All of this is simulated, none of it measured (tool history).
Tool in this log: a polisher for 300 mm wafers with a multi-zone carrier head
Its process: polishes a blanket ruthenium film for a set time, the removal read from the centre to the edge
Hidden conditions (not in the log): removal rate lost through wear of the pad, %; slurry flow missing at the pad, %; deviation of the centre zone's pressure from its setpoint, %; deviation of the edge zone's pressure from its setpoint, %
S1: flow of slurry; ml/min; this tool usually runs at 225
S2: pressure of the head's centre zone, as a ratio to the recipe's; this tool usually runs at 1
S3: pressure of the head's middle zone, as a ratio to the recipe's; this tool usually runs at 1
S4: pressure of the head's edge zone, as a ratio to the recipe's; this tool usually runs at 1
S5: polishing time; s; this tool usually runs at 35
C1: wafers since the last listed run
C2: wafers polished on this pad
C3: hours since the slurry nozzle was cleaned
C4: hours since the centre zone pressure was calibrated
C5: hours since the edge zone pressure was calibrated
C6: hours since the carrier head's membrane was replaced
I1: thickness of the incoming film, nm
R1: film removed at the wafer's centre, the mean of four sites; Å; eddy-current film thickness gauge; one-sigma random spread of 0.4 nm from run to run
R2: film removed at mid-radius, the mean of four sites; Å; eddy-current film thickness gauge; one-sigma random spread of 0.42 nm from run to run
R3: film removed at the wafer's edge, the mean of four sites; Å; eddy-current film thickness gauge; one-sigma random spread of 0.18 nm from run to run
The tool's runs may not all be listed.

| run | day | S1 | S2 | S3 | S4 | S5 | C1 | C2 | C3 | C4 | C5 | C6 | I1 | R1 | R2 | R3 |
|---|---|---|---|---|---|---|---|---|---|---|---|---|---|---|---|---|
| 1 | 0 | 225 | 1 | 1 | 1 | 35 | 0 | 497 | 200.6 | 615.1 | 731.3 | 170 | 281.1 | 269 | 283 | 275 |
| 2 | 2.6 | 225 | 1 | 1 | 1 | 35 | 517 | 1015 | 263 | 677.5 | 793.7 | 232.4 | 283.9 | 258 | 275 | 278 |
| 3 | 4.796 | 225 | 1.04 | 1 | 1 | 35 | 437 | 1452 | 315.7 | 730.2 | 846.4 | 285.1 | 282.4 | 268 | 288 | 272 |
| 4 | 6.508 | 225 | 1.04 | 1 | 1 | 35 | 341 | 1793 | 356.8 | 771.3 | 887.5 | 326.2 | 275 | 261 | 278 | 274 |
|  | 7.925 | worn pad replaced by a new one |
| 5 | 8.429 | 225 | 1 | 1 | 1 | 35 | 349 | 100 | 402.9 | 817.4 | 933.6 | 372.3 | 276.5 | 250 | 278 | 271 |
| 6 | 10.512 | 225 | 1 | 1 | 1 | 35 | 414 | 515 | 452.9 | 867.4 | 983.6 | 422.3 | 278.6 | 245 | 274 | 271 |
| 7 | 12.692 | 225 | 1 | 1 | 1 | 35 | 433 | 949 | 505.2 | 919.7 | 1035.9 | 474.6 | 279.6 | 237 | 272 | 270 |
| 8 | 15.071 | 225 | 1 | 1 | 1 | 35 | 473 | 1423 | 562.3 | 976.8 | 1093 | 531.7 | 284 | 239 | 275 | 271 |
|  | 16.125 | worn pad replaced by a new one |
|  | 17.492 | centre zone pressure recalibrated |
| 9 | 17.971 | 225 | 1 | 1 | 1 | 35 | 527 | 351 | 631.9 | 11.5 | 1162.6 | 601.3 | 278.2 | 262 | 271 | 267 |
|  | 18.258 | edge zone pressure recalibrated |
| 10 | 20.446 | 150 | 1 | 0.91 | 1.07 | 41 | 476 | 827 | 691.3 | 70.9 | 52.5 | 660.7 | 279.2 | 254 | 254 | 294 |
|  | 21.675 | slurry nozzle cleaned |
| 11 | 22.283 | 300 | 0.96 | 1.07 | 1 | 45 | 357 | 1184 | 14.6 | 115 | 96.6 | 704.8 | 277.6 | 366 | 432 | 382 |
|  | 25.025 | worn pad replaced by a new one |
| 12 | 25.046 | 225 | 1 | 1 | 1 | 35 | 516 | 4 | 80.9 | 181.3 | 162.9 | 771.1 | 282.5 | 284 | 296 | 286 |
|  | 27.346 | carrier head's membrane replaced by a new one |
| 13 | 27.4 | 280 | 0.91 | 1 | 1 | 43 | 427 | 431 | 137.4 | 237.8 | 219.4 | 1.3 | 280.8 | 326 | 374 | 357 |
| 14 | 29.238 | 225 | 0.96 | 1 | 1 | 35 | 365 | 797 | 181.5 | 281.9 | 263.5 | 45.4 | 286.3 | 264 | 290 | 280 |
| 15 | 30.583 | 225 | 1 | 1.1 | 1.11 | 46 | 267 | 1065 | 213.8 | 314.2 | 295.8 | 77.7 | 275.8 | 362 | 414 | 382 |
| 16 | 31.804 | 170 | 1 | 1.1 | 1 | 35 | 243 | 1308 | 243.1 | 343.5 | 325.1 | 107 | 281.9 | 250 | 291 | 265 |
|  | 33.788 | worn pad replaced by a new one |
| 17 | 36.233 | 225 | 1 | 1 | 1 | 35 | 848 | 487 | 349.4 | 449.8 | 431.4 | 213.3 | 276.1 | 262 | 280 | 273 |
| 18 | 37.933 | 225 | 1 | 1 | 1 | 35 | 338 | 825 | 390.2 | 490.6 | 472.2 | 254.1 | 279.8 | 261 | 278 | 272 |
| 19 | 38.938 | 225 | 1.08 | 1 | 1 | 35 | 199 | 1025 | 414.3 | 514.7 | 496.3 | 278.2 | 280 | 279 | 276 | 272 |
| 20 | 40.233 | 250 | 0.96 | 1 | 1 | 24 | 258 | 1283 | 445.4 | 545.8 | 527.4 | 309.3 | 278.9 | 177 | 191 | 190 |
|  | 42.896 | worn pad replaced by a new one |
| 21 | 43.15 | 250 | 1 | 1 | 0.9 | 41 | 547 | 50 | 515.4 | 615.8 | 597.4 | 379.3 | 279.3 | 296 | 334 | 306 |

5 ways to go on from here, each from the tool as it stands after run 21. What would each give?
| A | 43.167 | 225 | 1 | 0.91 | 1 | 35 | 3 | 53 | 515.8 | 616.2 | 597.8 | 379.7 | 280.1 | ? | ? | ? |
| B | 43.167 | 305 | 1 | 1.09 | 1 | 35 | 3 | 53 | 515.8 | 616.2 | 597.8 | 379.7 | 280.1 | ? | ? | ? |
| C | 43.167 | 225 | 1 | 1.1 | 1 | 35 | 3 | 53 | 515.8 | 616.2 | 597.8 | 379.7 | 280.1 | ? | ? | ? |
| D | 43.167 | 225 | 1 | 1 | 1 | 44 | 3 | 53 | 515.8 | 616.2 | 597.8 | 379.7 | 280.1 | ? | ? | ? |
| E | 43.167 | 305 | 0.91 | 0.97 | 0.9 | 35 | 3 | 53 | 515.8 | 616.2 | 597.8 | 379.7 | 280.1 | ? | ? | ? |

| run | R1 | R2 | R3 |
|---|---|---|---|
| A | 249 | 262 | 270 |
| B | 268 | 325 | 281 |
| C | 250 | 307 | 269 |
| D | 314 | 356 | 339 |
| E | 243 | 294 | 269 |
Had the tool no hidden state, the same runs would have come out as:
| run | R1 | R2 | R3 |
|---|---|---|---|
| A | 289 | 288 | 289 |
| B | 302 | 348 | 296 |
| C | 290 | 338 | 288 |
| D | 364 | 392 | 363 |
| E | 274 | 315 | 284 |
